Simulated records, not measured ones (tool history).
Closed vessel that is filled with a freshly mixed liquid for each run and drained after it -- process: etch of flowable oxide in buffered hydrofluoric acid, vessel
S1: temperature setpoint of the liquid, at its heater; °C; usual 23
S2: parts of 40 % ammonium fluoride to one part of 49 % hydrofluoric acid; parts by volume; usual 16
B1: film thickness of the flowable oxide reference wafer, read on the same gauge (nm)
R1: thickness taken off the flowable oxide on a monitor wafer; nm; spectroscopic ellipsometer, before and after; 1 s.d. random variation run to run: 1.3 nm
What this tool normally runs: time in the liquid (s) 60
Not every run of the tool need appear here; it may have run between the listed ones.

Run 1, hour 0: usual settings but S2 20 parts by volume; B1 79.99. Result: R1 176.56 nm.
Run 2, hour 17.3: usual settings but S2 20 parts by volume; B1 79.99. Result: R1 175.89 nm.
Run 3, hour 25.9: usual settings but S2 20 parts by volume; B1 80. Result: R1 177.02 nm.
Run 4, hour 61.9: usual settings; B1 79.98. Result: R1 221.18 nm.
Run 5, hour 74: usual settings; B1 80.02. Result: R1 221.51 nm.
At hour 76.9: hydrofluoric acid flow meter replaced.
Run 6, hour 87.1: usual settings; B1 80.02. Result: R1 231.24 nm.
Run 7, hour 100.2: usual settings but S1 25.5 °C; B1 80.01. Result: R1 265.21 nm.
At hour 105.7: gauge calibrated.
Run 8, hour 117: usual settings but S2 20.5 parts by volume; B1 79.97. Result: R1 181.43 nm.
Run 9, hour 123.1: usual settings; B1 80.05. Result: R1 232.31 nm.
Run 10, hour 135.5: usual settings but S1 19 °C, S2 12.5 parts by volume, time in the liquid (s) 85; B1 80. Result: R1 328.6 nm.
At hour 137.9: hydrofluoric acid flow meter replaced, repeated, since the last time left the tool worse.
At hour 147.6: thermometer replaced.
Run 11, hour 150.3: usual settings but S1 20 °C, S2 18.5 parts by volume; B1 80.01. Result: R1 148.44 nm.

Forecast run 12:
Run 12, hour 173.6: usual settings but S2 19.5 parts by volume; B1 ?. Result: R1 ?.

Run 12 came out at B1 80, R1 167.2 nm.
Take away the tool's hidden state, keep the run-to-run variation as it was, and the same run would have given R1 164.64 nm.

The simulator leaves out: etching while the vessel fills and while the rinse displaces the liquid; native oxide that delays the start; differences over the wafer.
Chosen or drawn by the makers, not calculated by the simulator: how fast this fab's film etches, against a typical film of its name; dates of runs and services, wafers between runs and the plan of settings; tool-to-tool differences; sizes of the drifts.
